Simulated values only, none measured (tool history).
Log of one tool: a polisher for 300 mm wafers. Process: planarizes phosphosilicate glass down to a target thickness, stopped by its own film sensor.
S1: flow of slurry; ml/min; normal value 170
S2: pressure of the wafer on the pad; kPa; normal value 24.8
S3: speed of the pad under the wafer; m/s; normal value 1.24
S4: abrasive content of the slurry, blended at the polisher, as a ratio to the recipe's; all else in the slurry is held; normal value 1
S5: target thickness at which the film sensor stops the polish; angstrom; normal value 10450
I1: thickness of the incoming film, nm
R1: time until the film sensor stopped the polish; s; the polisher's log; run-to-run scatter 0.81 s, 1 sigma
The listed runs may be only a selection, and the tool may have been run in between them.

Run 1, hour 0: usual settings but S5 9130 angstrom; I1 1803.6. Result: R1 71.7 s.
Run 2, hour 45.3: usual settings but S3 1.34 m/s; I1 1822.1. Result: R1 57.8 s.
Run 3, hour 72.7: usual settings but S3 1.34 m/s; I1 1791. Result: R1 57.1 s.
At hour 94.2: slurry blender recalibrated.
At hour 131.5: head pressure recalibrated.
At hour 142.6: slurry nozzle cleaned.
At hour 144.8: conditioning disc replaced and pad reconditioned.
Run 4, hour 158.9: usual settings; I1 1827.5. Result: R1 63.7 s.
Run 5, hour 189.2: usual settings but S1 110 ml/min, S2 19.3 kPa, S3 1.46 m/s, S4 1.1; I1 1854.1. Result: R1 79.8 s.
Run 6, hour 221.4: usual settings but S2 31 kPa, S5 12080 angstrom; I1 1820. Result: R1 41.6 s.
Run 7, hour 272.1: usual settings; I1 1828.5. Result: R1 66.9 s.
Run 8, hour 298: usual settings; I1 1861.9. Result: R1 72.6 s.
Run 9, hour 354.6: usual settings but S2 32.4 kPa, S3 1.4 m/s; I1 1818. Result: R1 48.6 s.
At hour 377.9: worn pad replaced by a new one.
Run 10, hour 384.9: usual settings but S4 0.85; I1 1846.8. Result: R1 68.1 s.
At hour 430.2: slurry blender recalibrated.
Run 11, hour 444.3: usual settings but S3 0.82 m/s; I1 1807.4. Result: R1 84.9 s.
Run 12, hour 494.7: usual settings but S3 0.98 m/s, S5 11380 angstrom; I1 1794.1. Result: R1 64 s.
At hour 528.3: head pressure recalibrated.
Run 13, hour 573.7: usual settings; I1 1841.8. Result: R1 65.5 s.
At hour 630.5: slurry nozzle cleaned.
Run 14, hour 633.9: usual settings but S2 32.4 kPa; I1 1802.1. Result: R1 48.6 s.
Run 15, hour 677.7: usual settings but S1 215 ml/min; I1 1843.6. Result: R1 67.8 s.
Run 16, hour 715.9: usual settings but S3 1.62 m/s; I1 1794.3. Result: R1 54.1 s.
At hour 746.9: conditioning disc replaced and pad reconditioned.
At hour 762.6: worn pad replaced by a new one.
Run 17, hour 776.9: usual settings; I1 1826.1. Result: R1 62 s.
At hour 810: slurry blender recalibrated.
Run 18, hour 812.4: usual settings but S1 130 ml/min, S2 17.2 kPa, S3 0.92 m/s, S5 13120 angstrom; I1 1829.8. Result: R1 80.4 s.
Run 19, hour 882.2: usual settings but S1 205 ml/min; I1 1822.4. Result: R1 60.6 s.
Run 20, hour 907.2: usual settings but S1 190 ml/min, S2 29.6 kPa, S3 0.88 m/s, S4 1.2; I1 1822.4. Result: R1 63.3 s.
At hour 971.8: head pressure recalibrated.
Run 21, hour 973.1: usual settings but S1 185 ml/min, S2 30.3 kPa; I1 1806.6. Result: R1 49.4 s.
Run 22, hour 1021.3: usual settings but S1 195 ml/min, S2 32.4 kPa, S4 0.8, S5 8920 angstrom; I1 1808.6. Result: R1 63.5 s.
Run 23, hour 1089.4: usual settings but S2 28.3 kPa; I1 1835.7. Result: R1 61.7 s.
Run 24, hour 1118.7: usual settings; I1 1795.4. Result: R1 68.1 s.

5 options for the next run, each taken on its own from the tool as it stands now. Forecast them:
Run A, hour 1119.1: usual settings; I1 1829.3. Result: R1 ?.
Run B, hour 1119.1: usual settings but S5 8260 angstrom; I1 1829.3. Result: R1 ?.
Run C, hour 1119.1: usual settings but S1 135 ml/min, S3 0.88 m/s; I1 1829.3. Result: R1 ?.
Run D, hour 1119.1: usual settings but S5 7850 angstrom; I1 1829.3. Result: R1 ?.
Run E, hour 1119.1: usual settings but S1 200 ml/min, S4 0.75; I1 1829.3. Result: R1 ?.

run    R1
  A  69.4
  B  88.8
  C  95.5
  D  92.5
  E  78.1
The same runs, with their run-to-run variation unchanged, on a tool lacking any hidden condition would have given:
run    R1
  A  60.7
  B  77.7
  C  83.5
  D  80.9
  E  68.3
